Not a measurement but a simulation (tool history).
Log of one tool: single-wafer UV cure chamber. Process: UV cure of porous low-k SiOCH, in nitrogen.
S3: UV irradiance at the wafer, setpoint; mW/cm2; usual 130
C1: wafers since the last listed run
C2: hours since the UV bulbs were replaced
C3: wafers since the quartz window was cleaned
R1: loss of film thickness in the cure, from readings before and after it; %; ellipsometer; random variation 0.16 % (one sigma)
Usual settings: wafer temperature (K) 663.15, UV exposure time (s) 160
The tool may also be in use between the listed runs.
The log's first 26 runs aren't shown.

Run 27, hour 2231.0: usual settings; C1 324; C2 454.9; C3 3122. Result: R1 13.535 %.
Run 28, hour 2324.1: usual settings but wafer temperature (K) 646.15, UV exposure time (s) 75, S3 160 mW/cm2; C1 826; C2 548.0; C3 3949. Result: R1 10.296 %.
At hour 2499.9: quartz window cleaned.
Run 29, hour 2602.2: usual settings but wafer temperature (K) 652.15, UV exposure time (s) 220; C1 2397; C2 826.1; C3 907. Result: R1 15.088 %.
Run 30, hour 2669.6: usual settings but UV exposure time (s) 215, S3 117 mW/cm2; C1 598; C2 893.5; C3 1506. Result: R1 14.431 %.
Run 31, hour 2741.8: usual settings but wafer temperature (K) 679.15; C1 640; C2 965.7; C3 2146. Result: R1 13.857 %.
Run 32, hour 2819.6: usual settings; C1 690; C2 1043.5; C3 2837. Result: R1 13.633 %.
Run 33, hour 2917.0: usual settings but wafer temperature (K) 647.15, UV exposure time (s) 235, S3 165 mW/cm2; C1 864; C2 1140.9; C3 3701. Result: R1 16.526 %.
Run 34, hour 3018.4: usual settings but wafer temperature (K) 670.15, UV exposure time (s) 185, S3 165 mW/cm2; C1 899; C2 1242.3; C3 4601. Result: R1 15.685 %.
Run 35, hour 3070.9: usual settings but wafer temperature (K) 670.15, UV exposure time (s) 225; C1 465; C2 1294.8; C3 5067. Result: R1 15.318 %.
Run 36, hour 3175.4: usual settings but S3 147 mW/cm2; C1 927; C2 1399.3; C3 5995. Result: R1 14.248 %.
At hour 3193.5: quartz window cleaned.
Run 37, hour 3229.0: usual settings but UV exposure time (s) 250; C1 404; C2 1452.9; C3 314. Result: R1 15.572 %.
Run 38, hour 3266.2: usual settings but wafer temperature (K) 652.15; C1 330; C2 1490.1; C3 645. Result: R1 13.281 %.

3 ways to go on from here, each from the tool as it stands after run 38. What would each give?
Run A, hour 3266.7: usual settings; C1 4; C2 1490.6; C3 649. Result: R1 ?.
Run B, hour 3266.7: usual settings but wafer temperature (K) 676.15, UV exposure time (s) 105; C1 4; C2 1490.6; C3 649. Result: R1 ?.
Run C, hour 3266.7: usual settings but UV exposure time (s) 110; C1 4; C2 1490.6; C3 649. Result: R1 ?.

run      R1
  A  13.523
  B  11.652
  C  11.632
Without the tool's hidden state the same runs would have given:
run      R1
  A  13.523
  B  11.652
  C  11.632

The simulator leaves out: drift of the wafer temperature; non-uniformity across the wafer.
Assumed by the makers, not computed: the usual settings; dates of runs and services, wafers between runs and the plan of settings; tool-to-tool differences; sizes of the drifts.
